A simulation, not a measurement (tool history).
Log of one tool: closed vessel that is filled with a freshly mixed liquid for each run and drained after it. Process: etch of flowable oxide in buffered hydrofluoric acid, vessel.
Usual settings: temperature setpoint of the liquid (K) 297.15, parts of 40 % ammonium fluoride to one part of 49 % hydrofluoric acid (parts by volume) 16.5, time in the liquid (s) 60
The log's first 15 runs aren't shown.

run	hour	temperature setpoint of the liquid (K)	parts of 40 % ammonium fluoride to one part of 49 % hydrofluoric acid (parts by volume)	time in the liquid (s)	wafers since the last listed run	hours since the thermometer was replaced	hours since the hydrofluoric acid flow meter was replaced	hours since the gauge calibration	read-back film thickness of the flowable oxide reference wafer, read on the same gauge (nm)	thickness taken off the flowable oxide on a monitor wafer (Å)
16	825.7	297.15	22.5	60	8814	638.4	222.6	2080.7	100.01	981.1
17	867.5	292.15	20.5	60	5616	680.2	264.4	2122.5	100	779.3
18	930.8	294.65	22.5	70	8505	743.5	327.7	2185.8	99.99	975.1
19	999.9	295.65	22	60	9285	812.6	396.8	2254.9	100	887.1
20	1047.5	297.15	15	60	6396	860.2	444.4	2302.5	99.98	1373
21	1117	293.15	16.5	60	9339	929.7	513.9	2372	100.02	999.7
# hour 1259.9: gauge calibrated
22	1318.5	293.15	13.5	50	27076	1131.2	715.4	58.6	100.02	1016.5
23	1355.4	297.15	16.5	60	4958	1168.1	752.3	95.5	99.99	1235.1
24	1411.7	298.65	22.5	30	7565	1224.4	808.6	151.8	100.02	504.9
25	1485.2	300.15	19.5	70	9876	1297.9	882.1	225.3	100.01	1411.5
# hour 1504.5: hydrofluoric acid flow meter replaced
26	1521.9	297.15	10.5	60	4797	1334.6	17.4	262	99.99	1924.5
27	1577.6	298.65	11.5	50	7484	1390.3	73.1	317.7	100.02	1578.3
# hour 1591.2: thermometer replaced
28	1613.7	297.15	16.5	85	4716	22.5	109.2	353.8	99.99	1839.1
29	1668.3	297.15	16.5	60	7336	77.1	163.8	408.4	100	1285.9
30	1730.8	294.65	15	60	8398	139.6	226.3	470.9	99.99	1208.4
31	1792.8	292.65	23	50	8331	201.6	288.3	532.9	100.04	630.3
32	1839.6	298.65	20.5	85	6288	248.4	335.1	579.7	100.04	1584.9

Forecast each of these 5 alternatives for the next run:
A	1840.3	297.15	19	60	94	249.1	335.8	580.4	?	?
B	1840.3	295.65	21.5	30	94	249.1	335.8	580.4	?	?
C	1840.3	298.65	11.5	90	94	249.1	335.8	580.4	?	?
D	1840.3	292.65	16.5	60	94	249.1	335.8	580.4	?	?
E	1840.3	297.15	12.5	30	94	249.1	335.8	580.4	?	?

run	read-back film thickness of the flowable oxide reference wafer, read on the same gauge (nm)	thickness taken off the flowable oxide on a monitor wafer (Å)
A	99.98	1112.8
B	99.98	463.3
C	99.98	2965.6
D	99.98	995.7
E	99.98	839.7
Without the tool's hidden state the same runs would have given:
run	thickness taken off the flowable oxide on a monitor wafer (Å)
A	1138.7
B	474.2
C	3033.7
D	1019.5
E	859.2
